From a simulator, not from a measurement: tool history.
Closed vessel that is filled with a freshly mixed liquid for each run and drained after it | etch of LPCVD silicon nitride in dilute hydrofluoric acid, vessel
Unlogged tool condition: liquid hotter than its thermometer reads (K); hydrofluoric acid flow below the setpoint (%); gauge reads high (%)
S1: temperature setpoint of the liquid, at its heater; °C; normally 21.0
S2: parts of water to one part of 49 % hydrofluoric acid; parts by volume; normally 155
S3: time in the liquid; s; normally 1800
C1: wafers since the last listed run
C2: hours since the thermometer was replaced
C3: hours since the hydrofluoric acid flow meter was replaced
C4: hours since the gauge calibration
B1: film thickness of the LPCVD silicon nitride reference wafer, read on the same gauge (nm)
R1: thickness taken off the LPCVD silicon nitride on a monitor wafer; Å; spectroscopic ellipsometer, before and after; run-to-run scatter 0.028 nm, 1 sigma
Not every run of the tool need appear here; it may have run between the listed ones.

| run | hour | S1 | S2 | S3 | C1 | C2 | C3 | C4 | B1 | R1 |
|---|---|---|---|---|---|---|---|---|---|---|
| 1 | 0.0 | 21.0 | 155 | 1800 | 0 | 2176.9 | 529.5 | 76.3 | 99.993 | 42.74 |
| 2 | 8.7 | 21.0 | 155 | 1800 | 339 | 2185.6 | 538.2 | 85.0 | 99.992 | 42.81 |
| 3 | 17.0 | 21.0 | 155 | 1800 | 324 | 2193.9 | 546.5 | 93.3 | 99.989 | 42.47 |
| 4 | 32.5 | 21.0 | 155 | 1800 | 605 | 2209.4 | 562.0 | 108.8 | 100.015 | 42.70 |
|  | 47.7 | gauge calibrated |
| 5 | 48.2 | 21.0 | 155 | 1800 | 613 | 2225.1 | 577.7 | 0.5 | 99.976 | 42.54 |
| 6 | 62.9 | 21.0 | 155 | 1800 | 574 | 2239.8 | 592.4 | 15.2 | 99.987 | 42.67 |
| 7 | 72.6 | 21.0 | 155 | 1300 | 378 | 2249.5 | 602.1 | 24.9 | 100.019 | 30.34 |
| 8 | 79.3 | 21.0 | 155 | 1800 | 261 | 2256.2 | 608.8 | 31.6 | 100.005 | 41.95 |
| 9 | 89.2 | 21.0 | 155 | 1800 | 386 | 2266.1 | 618.7 | 41.5 | 99.981 | 41.92 |
|  | 98.4 | thermometer replaced |
| 10 | 102.9 | 21.0 | 155 | 1800 | 496 | 4.5 | 632.4 | 55.2 | 100.007 | 41.67 |
| 11 | 119.5 | 21.0 | 155 | 1800 | 648 | 21.1 | 649.0 | 71.8 | 100.003 | 42.01 |
| 12 | 128.6 | 21.0 | 155 | 2635 | 355 | 30.2 | 658.1 | 80.9 | 100.025 | 60.46 |
| 13 | 143.4 | 21.0 | 155 | 1800 | 578 | 45.0 | 672.9 | 95.7 | 100.018 | 41.76 |
| 14 | 154.5 | 21.0 | 175 | 2575 | 433 | 56.1 | 684.0 | 106.8 | 99.948 | 53.15 |
|  | 165.9 | gauge calibrated |
| 15 | 169.8 | 19.5 | 155 | 1800 | 597 | 71.4 | 699.3 | 3.9 | 99.965 | 37.72 |
|  | 178.9 | hydrofluoric acid flow meter replaced |
| 16 | 179.4 | 21.0 | 215 | 1240 | 335 | 81.0 | 0.5 | 13.5 | 100.035 | 22.70 |
| 17 | 189.6 | 21.0 | 155 | 1800 | 398 | 91.2 | 10.7 | 23.7 | 100.001 | 45.40 |
| 18 | 200.4 | 25.0 | 155 | 1255 | 421 | 102.0 | 21.5 | 34.5 | 99.994 | 41.16 |
| 19 | 211.9 | 18.5 | 235 | 1800 | 449 | 113.5 | 33.0 | 46.0 | 99.985 | 25.82 |
| 20 | 221.2 | 21.0 | 85 | 1800 | 363 | 122.8 | 42.3 | 55.3 | 100.002 | 82.11 |
| 21 | 231.1 | 21.0 | 230 | 2730 | 386 | 132.7 | 52.2 | 65.2 | 99.982 | 46.44 |
| 22 | 239.4 | 21.0 | 155 | 1800 | 324 | 141.0 | 60.5 | 73.5 | 99.996 | 45.03 |

What if the next run were any one of these 4? Each begins from the tool's condition after run 22:
| A | 240.6 | 21.0 | 195 | 1800 | 46 | 142.2 | 61.7 | 74.7 | ? | ? |
| B | 240.6 | 21.0 | 225 | 2215 | 46 | 142.2 | 61.7 | 74.7 | ? | ? |
| C | 240.6 | 17.0 | 205 | 2445 | 46 | 142.2 | 61.7 | 74.7 | ? | ? |
| D | 240.6 | 17.0 | 190 | 1465 | 46 | 142.2 | 61.7 | 74.7 | ? | ? |

| run | B1 | R1 |
|---|---|---|
| A | 100.008 | 35.59 |
| B | 100.008 | 38.09 |
| C | 100.008 | 35.37 |
| D | 100.008 | 22.79 |
Without the tool's hidden state the same runs would have given:
| run | R1 |
|---|---|
| A | 36.80 |
| B | 39.38 |
| C | 36.54 |
| D | 23.55 |
